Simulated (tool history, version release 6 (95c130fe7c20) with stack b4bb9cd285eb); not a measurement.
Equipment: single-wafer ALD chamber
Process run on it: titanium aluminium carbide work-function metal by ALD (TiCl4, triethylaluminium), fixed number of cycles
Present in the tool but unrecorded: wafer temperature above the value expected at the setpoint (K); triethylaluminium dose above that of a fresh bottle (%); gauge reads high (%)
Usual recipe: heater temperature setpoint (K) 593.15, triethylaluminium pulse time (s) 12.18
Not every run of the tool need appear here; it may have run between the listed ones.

run    day  heater temperature setpoint (K)  triethylaluminium pulse time (s)  wafers since the last listed run  hours since the last thermocouple change  hours since the last triethylaluminium bottle change  hours since the showerhead was replaced  hours since the gauge calibration  read-back reference wafer on the same gauge, thickness_nm  mean film thickness on the monitor wafer (Å)
  1      0                           589.15                             12.18                                 0                                    2411.8                                                1317.5                                   7091.2                               76.3                                                      2.531                                         21.27
  2  0.462                           589.15                             12.18                                66                                    2422.9                                                1328.6                                   7102.3                               87.4                                                      2.528                                         21.16
  3  1.179                           593.15                             12.18                               103                                    2440.1                                                1345.8                                   7119.5                              104.6                                                      2.531                                         21.54
  4   1.65                           593.15                             12.18                                67                                    2451.4                                                1357.1                                   7130.8                              115.9                                                      2.532                                         21.47
  5   2.05                           593.15                             12.18                                57                                      2461                                                1366.7                                   7140.4                              125.5                                                       2.53                                         21.49
  6   2.65                           584.15                             12.18                                86                                    2475.4                                                1381.1                                   7154.8                              139.9                                                       2.53                                         20.85
     3.875  -- triethylaluminium bottle replaced
     3.929  -- showerhead replaced
  7  4.479                           581.15                             10.83                               207                                    2519.3                                                  14.5                                     13.2                              183.8                                                      2.531                                         20.46
  8  4.754                           581.15                             10.83                                39                                    2525.9                                                  21.1                                     19.8                              190.4                                                      2.531                                         20.36
  9  5.017                           589.15                             12.18                                37                                    2532.2                                                  27.4                                     26.1                              196.7                                                      2.532                                         21.28
     5.629  -- thermocouple changed; heater temperature recalibrated
 10    5.7                           607.15                             16.15                                50                                       1.7                                                  43.8                                     42.5                              213.1                                                      2.529                                          22.8
     5.792  -- gauge calibrated
 11   6.25                           603.15                             16.03                                79                                      14.9                                                    57                                     55.7                                 11                                                      2.529                                         22.57
 12  6.729                           578.15                              9.13                                69                                      26.4                                                  68.5                                     67.2                               22.5                                                       2.53                                         19.89
 13  7.183                           593.15                             12.18                                65                                      37.3                                                  79.4                                     78.1                               33.4                                                      2.529                                         21.59
 14  7.583                           593.15                              7.84                                57                                      46.9                                                    89                                     87.7                                 43                                                      2.528                                         20.75
 15    8.1                           588.15                             10.93                                74                                      59.3                                                 101.4                                    100.1                               55.4                                                      2.531                                         20.96
 16    8.6                           604.15                             12.18                                72                                      71.3                                                 113.4                                    112.1                               67.4                                                      2.531                                         22.36

4 ways to go on from here, each from the tool as it stands after run 16. What would each give?
  A  8.617                           593.15                             12.18                                 2                                      71.7                                                 113.8                                    112.5                               67.8                                                          ?                                             ?
  B  8.617                           603.15                             10.01                                 2                                      71.7                                                 113.8                                    112.5                               67.8                                                          ?                                             ?
  C  8.617                           586.15                             14.52                                 2                                      71.7                                                 113.8                                    112.5                               67.8                                                          ?                                             ?
  D  8.617                           580.15                             16.89                                 2                                      71.7                                                 113.8                                    112.5                               67.8                                                          ?                                             ?

run  read-back reference wafer on the same gauge, thickness_nm  mean film thickness on the monitor wafer (Å)
  A                                                      2.532                                         21.61
  B                                                      2.532                                         22.09
  C                                                      2.532                                         21.23
  D                                                      2.532                                         20.84
Stripped of hidden state, with their random variation kept, the same runs would have yielded:
run  mean film thickness on the monitor wafer (Å)
  A                                         21.61
  B                                         22.09
  C                                         21.23
  D                                         20.84
